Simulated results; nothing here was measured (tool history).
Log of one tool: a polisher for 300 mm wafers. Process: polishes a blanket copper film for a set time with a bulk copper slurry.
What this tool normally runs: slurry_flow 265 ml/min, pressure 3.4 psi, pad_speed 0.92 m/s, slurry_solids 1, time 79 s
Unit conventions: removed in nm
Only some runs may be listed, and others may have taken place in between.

| run | hour | slurry_flow | pressure | pad_speed | slurry_solids | time | wafers since the last listed run | wafers polished on this pad | hours since the slurry nozzle was cleaned | hours since the head pressure was calibrated | hours since the slurry blender was calibrated | incoming thickness of the incoming film, nm | removed |
|---|---|---|---|---|---|---|---|---|---|---|---|---|---|
| 1 | 0 | 265 | 3.4 | 0.92 | 0.8 | 79 | 0 | 1395 | 191.9 | 741.1 | 165.7 | 4171 | 582.6 |
| 2 | 39.2 | 265 | 3.4 | 0.92 | 1 | 79 | 390 | 1786 | 231.1 | 780.3 | 204.9 | 4080 | 600.4 |
|  | 144.3 | worn pad replaced by a new one |
| 3 | 144.8 | 265 | 3.4 | 0.92 | 1 | 79 | 1012 | 4 | 336.7 | 885.9 | 310.5 | 4147.8 | 600 |
|  | 202.7 | slurry blender recalibrated |
| 4 | 218.6 | 265 | 3.4 | 0.92 | 1 | 69 | 715 | 720 | 410.5 | 959.7 | 15.9 | 4152.3 | 518.3 |
|  | 248.3 | slurry nozzle cleaned |
| 5 | 392.9 | 265 | 3.4 | 0.92 | 1 | 69 | 1726 | 2446 | 144.6 | 1134 | 190.2 | 4204.6 | 538.1 |
|  | 408.2 | worn pad replaced by a new one |
| 6 | 433.5 | 265 | 3.8 | 0.92 | 1 | 79 | 364 | 251 | 185.2 | 1174.6 | 230.8 | 4187.1 | 661.9 |
| 7 | 535 | 265 | 3.8 | 0.92 | 1 | 79 | 1011 | 1262 | 286.7 | 1276.1 | 332.3 | 4175.9 | 664.6 |
|  | 591.8 | slurry nozzle cleaned |
|  | 592.7 | slurry blender recalibrated |
|  | 613.9 | head pressure recalibrated |
| 8 | 617.6 | 265 | 3.4 | 0.92 | 0.8 | 79 | 784 | 2047 | 25.8 | 3.7 | 24.9 | 4123.4 | 615.6 |

Estimate the outcome of run 9 from the log above:
| 9 | 667 | 265 | 2.5 | 0.92 | 1 | 79 | 492 | 2539 | 75.2 | 53.1 | 74.3 | 4161.1 | ? |

removed: 496.6 nm
Were there no unlogged condition in the tool, this run, its random variation unchanged, would have produced removed 513.6 nm.
